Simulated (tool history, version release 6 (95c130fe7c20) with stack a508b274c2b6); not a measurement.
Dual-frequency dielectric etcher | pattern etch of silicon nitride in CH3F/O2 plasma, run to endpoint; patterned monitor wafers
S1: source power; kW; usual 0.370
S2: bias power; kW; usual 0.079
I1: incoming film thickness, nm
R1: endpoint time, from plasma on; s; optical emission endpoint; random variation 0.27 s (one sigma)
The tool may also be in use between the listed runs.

run	day	S1	S2	I1	R1
1	0.000	0.370	0.079	61.3	71.0
2	1.804	0.370	0.079	60.3	69.3
3	4.325	0.370	0.079	61.2	71.3
4	5.746	0.370	0.079	60.2	70.0
5	7.812	0.370	0.079	60.2	70.2
6	10.262	0.370	0.079	60.2	70.6
7	13.025	0.350	0.079	60.3	72.9
# day 15.004: wet clean of the chamber
8	15.025	0.350	0.079	60.2	74.3
9	16.017	0.370	0.079	60.1	72.8
# day 17.592: source power generator calibrated
10	17.996	0.370	0.079	60.2	73.1
# day 19.812: upper electrode replaced
11	20.946	0.300	0.079	60.7	80.2
12	23.038	0.390	0.079	60.7	73.0
# day 23.808: bias power generator calibrated
# day 25.467: wet clean of the chamber, repeated, since the last time left the tool worse
13	25.608	0.370	0.079	61.2	70.5
14	26.958	0.330	0.093	60.7	67.4
15	28.858	0.300	0.060	60.9	88.3
16	31.479	0.350	0.079	60.3	71.4
17	33.546	0.370	0.079	60.9	71.3
18	36.258	0.280	0.093	60.7	72.0
19	38.717	0.280	0.072	59.9	81.8
20	41.625	0.340	0.064	61.1	83.1
21	43.054	0.370	0.068	61.0	78.5
22	44.704	0.400	0.065	59.8	76.4
23	46.204	0.410	0.098	60.4	61.9
24	47.375	0.280	0.093	60.3	73.2
25	48.875	0.410	0.094	61.0	64.7

Forecast each of these 3 alternatives for the next run:
A	48.896	0.370	0.079	60.2	?
B	48.896	0.340	0.073	60.2	?
C	48.896	0.450	0.066	60.2	?

run	R1
A	71.5
B	76.9
C	72.9
Without the tool's hidden state the same runs would have given:
run	R1
A	68.7
B	73.9
C	70.1
